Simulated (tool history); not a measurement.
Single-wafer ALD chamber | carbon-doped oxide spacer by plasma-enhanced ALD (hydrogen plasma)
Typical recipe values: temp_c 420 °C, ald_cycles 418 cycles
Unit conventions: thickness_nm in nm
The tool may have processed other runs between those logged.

run    hour  temp_c  ald_cycles  read-back reference wafer on the same gauge, thickness_nm  thickness_nm
  1     0.0     420         418                                                     20.799        19.698
  2    59.9     420         418                                                     20.810        19.666
  3   125.9     420         462                                                     20.790        21.757
  4   166.5     420         462                                                     20.778        21.706
  5   201.8     420         462                                                     20.808        21.844
  6   239.7     420         418                                                     20.811        19.834
  7   287.8     420         418                                                     20.805        19.789
  8   319.1     420         418                                                     20.803        19.819
  9   376.1     420         369                                                     20.790        17.392
 10   416.6     420         369                                                     20.809        17.475
 11   458.9     420         418                                                     20.803        19.725
 12   487.8     420         418                                                     20.798        19.752
 13   512.2     420         418                                                     20.803        19.784
 14   568.3     420         418                                                     20.815        19.729
 15   630.1     420         418                                                     20.782        19.833
 16   683.2     420         418                                                     20.790        19.782
 17   736.4     420         418                                                     20.785        19.877
 18   803.9     420         418                                                     20.797        19.791
 19   828.5     420         418                                                     20.787        19.873
 20   856.4     420         418                                                     20.770        19.961
 21   911.4     420         353                                                     20.815        16.873
 22   942.4     432         394                                                     20.805        18.127
 23   977.5     407         418                                                     20.802        20.745
 24  1049.3     430         418                                                     20.811        19.403
 25  1073.6     420         475                                                     20.788        22.647
 26  1106.4     431         452                                                     20.792        20.998
 27  1142.1     420         418                                                     20.788        20.041
 28  1182.8     432         389                                                     20.801        17.942
 29  1236.9     420         418                                                     20.784        20.100
 30  1297.3     420         344                                                     20.773        16.562
     1342.7  -- thermocouple changed; heater temperature recalibrated
 31  1359.7     420         418                                                     20.781        19.583
 32  1424.2     407         364                                                     20.802        17.675
     1425.7  -- gauge calibrated
 33  1481.4     420         448                                                     20.803        20.977
 34  1519.6     406         418                                                     20.803        20.421
 35  1575.1     420         418                                                     20.766        19.633
 36  1626.1     420         418                                                     20.797        19.623
 37  1666.9     420         418                                                     20.792        19.635
 38  1715.9     420         418                                                     20.798        19.643
 39  1745.5     420         344                                                     20.813        16.129
 40  1790.5     406         366                                                     20.793        17.856
 41  1855.4     407         461                                                     20.824        22.336
 42  1883.0     407         496                                                     20.802        24.109

What would each run have given without the hidden state, its run-to-run variation left as it was?
The hidden state here: wafer temperature above the value expected at the setpoint (K); gauge reads high (%).
run  thickness_nm
  1        19.587
  2        19.546
  3        21.612
  4        21.553
  5        21.682
  6        19.681
  7        19.627
  8        19.650
  9        17.234
 10        17.309
 11        19.529
 12        19.549
 13        19.576
 14        19.510
 15        19.599
 16        19.536
 17        19.617
 18        19.516
 19        19.591
 20        19.671
 21        16.616
 22        17.834
 23        20.422
 24        19.062
 25        22.252
 26        20.611
 27        19.673
 28        17.591
 29        19.704
 30        16.221
 31        19.595
 32        17.686
 33        20.989
 34        20.432
 35        19.642
 36        19.631
 37        19.641
 38        19.648
 39        16.132
 40        17.857
 41        22.333
 42        24.104
